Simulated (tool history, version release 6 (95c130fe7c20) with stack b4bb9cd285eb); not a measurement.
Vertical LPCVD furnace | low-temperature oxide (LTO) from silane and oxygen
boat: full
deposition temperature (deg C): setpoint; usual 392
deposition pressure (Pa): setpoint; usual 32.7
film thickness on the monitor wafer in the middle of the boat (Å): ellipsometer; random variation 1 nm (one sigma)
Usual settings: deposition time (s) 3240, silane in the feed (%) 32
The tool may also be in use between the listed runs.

run,day,deposition temperature (deg C),deposition pressure (Pa),deposition time (s),silane in the feed (%),"read-back reference wafer on the same gauge, thickness",film thickness on the monitor wafer in the middle of the boat (Å)
1,0,387,32.7,3240,32,371.46,4153
2,1.279,387,32.7,3240,32,370.85,4163.9
3,2.75,400,32.7,3240,32,371.15,4846.8
4,3.983,392,32.7,3240,28,371.15,3618.1
5,4.658,392,32.7,3240,28,370.78,3637.3
6,6,392,32.7,3240,32,371.12,4421.8
# day 7.779: thermocouples replaced and temperature profile calibrated
7,7.8,392,32.7,3240,32,371.22,4438.8
8,7.962,392,32.7,3240,32,371.06,4441.3
9,8.821,392,38,3240,32,371.07,5105.9
10,9.938,382,34.7,3660,37,370.76,5755.1
11,10.788,392,32.7,3240,32,370.76,4446.1
# day 10.883: gauge calibrated
12,14.608,392,32.7,3240,32,371.01,4469.1
# day 15.938: silane flow controller replaced
# day 16.225: pressure gauge zeroed
13,16.246,397,32.7,4350,29,370.73,5188.5
14,16.454,383,32.7,3240,32,370.86,3784.2
15,17.579,392,32.7,3240,36,371.09,4960.4
16,20.796,392,32.7,3240,29,371.19,3650.3
17,21.425,398,26.7,2370,34,371.45,2940.5
18,22.429,392,32.7,3240,28,370.93,3465

Hidden state or all else? Some run-to-run changes of film thickness on the monitor wafer in the middle of the boat (Å), split into what the settings, what came in and random variation would give without the hidden state, and what is left for the hidden state (with any gauge scatter that isn't in both results):
The hidden state here: true tube temperature minus thermocouple reading, K; true pressure minus gauge reading, mTorr; deviation of the silane flow from its setpoint, %; gauge reads high (%).
Run 12 -> 13: deposition temperature (deg C) 392 -> 397, deposition time (s) 3240 -> 4350, silane in the feed (%) 32 -> 29, silane flow controller replaced, pressure gauge zeroed. film thickness on the monitor wafer in the middle of the boat (Å) +719.4: hidden state -256.1, all else +975.5.
Run 13 -> 14: deposition temperature (deg C) 397 -> 383, deposition time (s) 4350 -> 3240, silane in the feed (%) 29 -> 32. film thickness on the monitor wafer in the middle of the boat (Å) -1404.3: hidden state +1.2, all else -1405.5.

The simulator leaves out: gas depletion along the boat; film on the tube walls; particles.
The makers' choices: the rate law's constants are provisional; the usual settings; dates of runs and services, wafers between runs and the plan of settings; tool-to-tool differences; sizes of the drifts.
